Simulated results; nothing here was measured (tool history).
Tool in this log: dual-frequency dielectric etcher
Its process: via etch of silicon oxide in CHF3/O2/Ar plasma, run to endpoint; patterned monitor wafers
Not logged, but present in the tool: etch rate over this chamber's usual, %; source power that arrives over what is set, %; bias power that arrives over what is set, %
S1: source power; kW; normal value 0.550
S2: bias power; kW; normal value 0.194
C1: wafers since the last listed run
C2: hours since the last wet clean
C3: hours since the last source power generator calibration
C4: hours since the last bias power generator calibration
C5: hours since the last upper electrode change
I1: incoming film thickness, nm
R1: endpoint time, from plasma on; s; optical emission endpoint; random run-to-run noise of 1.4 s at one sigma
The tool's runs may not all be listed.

run 1 day=0.000 | S1=0.550 S2=0.194 | C1=0 C2=258.0 C3=4347.3 C4=3634.5 C5=4529.7 | I1=832.9 | R1=461.6
run 2 day=1.125 | S1=0.550 S2=0.194 | C1=148 C2=285.0 C3=4374.3 C4=3661.5 C5=4556.7 | I1=827.7 | R1=456.9
-- day=2.479 wet clean of the chamber
run 3 day=2.746 | S1=0.550 S2=0.194 | C1=82 C2=6.4 C3=4413.2 C4=3700.4 C5=4595.6 | I1=819.8 | R1=467.2
run 4 day=5.183 | S1=0.550 S2=0.194 | C1=322 C2=64.9 C3=4471.7 C4=3758.9 C5=4654.1 | I1=834.0 | R1=474.3
run 5 day=7.792 | S1=0.550 S2=0.194 | C1=345 C2=127.5 C3=4534.3 C4=3821.5 C5=4716.7 | I1=829.3 | R1=468.4
-- day=10.308 source power generator calibrated
run 6 day=10.788 | S1=0.550 S2=0.194 | C1=374 C2=199.4 C3=11.5 C4=3893.4 C5=4788.6 | I1=834.4 | R1=466.5
run 7 day=13.204 | S1=0.460 S2=0.194 | C1=319 C2=257.4 C3=69.5 C4=3951.4 C5=4846.6 | I1=830.9 | R1=482.9
run 8 day=14.946 | S1=0.550 S2=0.194 | C1=230 C2=299.2 C3=111.3 C4=3993.2 C5=4888.4 | I1=834.7 | R1=462.3
run 9 day=16.338 | S1=0.450 S2=0.194 | C1=184 C2=332.6 C3=144.7 C4=4026.6 C5=4921.8 | I1=830.6 | R1=481.2
-- day=19.288 wet clean of the chamber
run 10 day=19.308 | S1=0.550 S2=0.194 | C1=260 C2=0.5 C3=216.0 C4=4097.9 C5=4993.1 | I1=835.0 | R1=480.6
-- day=22.475 upper electrode replaced
-- day=23.054 bias power generator calibrated
run 11 day=23.542 | S1=0.640 S2=0.194 | C1=405 C2=102.1 C3=317.6 C4=11.7 C5=25.6 | I1=830.9 | R1=451.7
run 12 day=24.762 | S1=0.480 S2=0.221 | C1=161 C2=131.4 C3=346.9 C4=41.0 C5=54.9 | I1=828.8 | R1=467.5
-- day=32.904 wet clean of the chamber
run 13 day=32.925 | S1=0.490 S2=0.194 | C1=948 C2=0.5 C3=542.8 C4=236.9 C5=250.8 | I1=832.9 | R1=491.4
run 14 day=33.838 | S1=0.550 S2=0.223 | C1=120 C2=22.4 C3=564.7 C4=258.8 C5=272.7 | I1=827.0 | R1=454.7

Here are 4 independent what-if runs from the current tool condition. What would each one return?
run A day=33.858 | S1=0.550 S2=0.194 | C1=2 C2=22.9 C3=565.2 C4=259.3 C5=273.2 | I1=815.3 | R1=?
run B day=33.858 | S1=0.550 S2=0.150 | C1=2 C2=22.9 C3=565.2 C4=259.3 C5=273.2 | I1=815.3 | R1=?
run C day=33.858 | S1=0.550 S2=0.170 | C1=2 C2=22.9 C3=565.2 C4=259.3 C5=273.2 | I1=815.3 | R1=?
run D day=33.858 | S1=0.460 S2=0.175 | C1=2 C2=22.9 C3=565.2 C4=259.3 C5=273.2 | I1=815.3 | R1=?

run=A R1=464.0
run=B R1=494.0
run=C R1=479.6
run=D R1=498.6
The same runs, with their run-to-run variation unchanged, on a tool lacking any hidden condition would have given:
run=A R1=464.0
run=B R1=494.0
run=C R1=479.5
run=D R1=498.5

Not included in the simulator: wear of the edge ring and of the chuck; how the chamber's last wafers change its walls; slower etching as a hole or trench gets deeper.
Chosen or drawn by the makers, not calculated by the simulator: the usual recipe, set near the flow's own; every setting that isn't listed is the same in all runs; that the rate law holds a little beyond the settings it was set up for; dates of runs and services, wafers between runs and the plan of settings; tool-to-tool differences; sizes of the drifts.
